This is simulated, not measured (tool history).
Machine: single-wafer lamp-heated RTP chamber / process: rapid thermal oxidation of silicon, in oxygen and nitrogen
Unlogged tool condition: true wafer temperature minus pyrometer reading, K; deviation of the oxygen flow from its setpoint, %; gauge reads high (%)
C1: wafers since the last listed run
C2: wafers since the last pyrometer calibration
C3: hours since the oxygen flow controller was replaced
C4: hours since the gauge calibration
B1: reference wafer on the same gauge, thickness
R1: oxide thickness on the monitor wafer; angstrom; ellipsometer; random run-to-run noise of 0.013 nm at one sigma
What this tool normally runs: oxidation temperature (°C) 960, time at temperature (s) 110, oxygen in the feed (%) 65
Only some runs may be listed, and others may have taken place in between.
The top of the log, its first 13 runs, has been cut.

Run 14, hour 164.1: usual settings; C1 66; C2 4041; C3 4818.8; C4 268.5; B1 4.899. Result: R1 55.09 angstrom.
At hour 173.3: gauge calibrated.
Run 15, hour 177.7: usual settings but oxidation temperature (°C) 953; C1 145; C2 4187; C3 4832.4; C4 4.4; B1 4.897. Result: R1 52.48 angstrom.
Run 16, hour 190.1: usual settings but oxidation temperature (°C) 953; C1 132; C2 4319; C3 4844.8; C4 16.8; B1 4.898. Result: R1 52.57 angstrom.
Run 17, hour 202.5: usual settings; C1 132; C2 4452; C3 4857.2; C4 29.2; B1 4.902. Result: R1 55.43 angstrom.
Run 18, hour 216.9: usual settings; C1 154; C2 4606; C3 4871.6; C4 43.6; B1 4.900. Result: R1 55.66 angstrom.
Run 19, hour 232.3: usual settings but oxidation temperature (°C) 969, time at temperature (s) 132; C1 164; C2 4771; C3 4887.0; C4 59.0; B1 4.901. Result: R1 64.36 angstrom.
Run 20, hour 242.1: usual settings but time at temperature (s) 162; C1 104; C2 4876; C3 4896.8; C4 68.8; B1 4.900. Result: R1 65.98 angstrom.
Run 21, hour 253.8: usual settings but oxidation temperature (°C) 969, time at temperature (s) 132; C1 125; C2 5001; C3 4908.5; C4 80.5; B1 4.899. Result: R1 64.68 angstrom.
At hour 264.5: oxygen flow controller replaced.
Run 22, hour 265.0: usual settings but oxidation temperature (°C) 937, time at temperature (s) 59, oxygen in the feed (%) 56; C1 34; C2 5035; C3 0.5; C4 91.7; B1 4.899. Result: R1 35.77 angstrom.
Run 23, hour 269.5: usual settings but oxygen in the feed (%) 84; C1 48; C2 5083; C3 5.0; C4 96.2; B1 4.900. Result: R1 60.76 angstrom.
At hour 288.6: pyrometer window cleaned and pyrometer calibrated.
Run 24, hour 289.1: usual settings; C1 124; C2 5; C3 24.6; C4 115.8; B1 4.900. Result: R1 57.87 angstrom.
Run 25, hour 289.4: usual settings but oxidation temperature (°C) 984, time at temperature (s) 155, oxygen in the feed (%) 95; C1 3; C2 8; C3 24.9; C4 116.1; B1 4.899. Result: R1 92.32 angstrom.
Run 26, hour 299.0: usual settings but oxidation temperature (°C) 936, time at temperature (s) 75; C1 102; C2 111; C3 34.5; C4 125.7; B1 4.902. Result: R1 41.48 angstrom.
Run 27, hour 312.2: usual settings but oxygen in the feed (%) 87; C1 141; C2 252; C3 47.7; C4 138.9; B1 4.899. Result: R1 63.91 angstrom.
Run 28, hour 325.8: usual settings but time at temperature (s) 58, oxygen in the feed (%) 56; C1 145; C2 398; C3 61.3; C4 152.5; B1 4.901. Result: R1 42.31 angstrom.
Run 29, hour 341.4: usual settings; C1 166; C2 565; C3 76.9; C4 168.1; B1 4.897. Result: R1 57.71 angstrom.
Run 30, hour 351.8: usual settings but oxidation temperature (°C) 944, time at temperature (s) 125, oxygen in the feed (%) 46; C1 111; C2 676; C3 87.3; C4 178.5; B1 4.902. Result: R1 48.52 angstrom.
Run 31, hour 369.2: usual settings but oxidation temperature (°C) 937, time at temperature (s) 59, oxygen in the feed (%) 56; C1 186; C2 862; C3 104.7; C4 195.9; B1 4.899. Result: R1 36.72 angstrom.
At hour 378.6: pyrometer window cleaned and pyrometer calibrated, repeated, since the last time left the tool worse.
Run 32, hour 385.2: usual settings but oxidation temperature (°C) 974, time at temperature (s) 130; C1 85; C2 70; C3 120.7; C4 211.9; B1 4.902. Result: R1 63.84 angstrom.
Run 33, hour 432.0: usual settings but time at temperature (s) 159; C1 500; C2 571; C3 167.5; C4 258.7; B1 4.899. Result: R1 63.07 angstrom.
Run 34, hour 448.1: usual settings but oxidation temperature (°C) 972, oxygen in the feed (%) 41; C1 172; C2 743; C3 183.6; C4 274.8; B1 4.901. Result: R1 50.37 angstrom.

Below are 4 alternative next runs, each starting from the tool's condition after run 34. Predict each:
Run A, hour 448.5: usual settings but oxygen in the feed (%) 36; C1 4; C2 747; C3 184.0; C4 275.2; B1 ?. Result: R1 ?.
Run B, hour 448.5: usual settings but oxidation temperature (°C) 976, time at temperature (s) 155, oxygen in the feed (%) 51; C1 4; C2 747; C3 184.0; C4 275.2; B1 ?. Result: R1 ?.
Run C, hour 448.5: usual settings but time at temperature (s) 152, oxygen in the feed (%) 87; C1 4; C2 747; C3 184.0; C4 275.2; B1 ?. Result: R1 ?.
Run D, hour 448.5: usual settings but oxidation temperature (°C) 980, time at temperature (s) 78; C1 4; C2 747; C3 184.0; C4 275.2; B1 ?. Result: R1 ?.

run     B1     R1
  A  4.902  44.49
  B  4.902  64.64
  C  4.902  68.26
  D  4.902  53.51
Stripped of hidden state, with their random variation kept, the same runs would have yielded:
run     R1
  A  44.37
  B  64.44
  C  68.04
  D  53.35
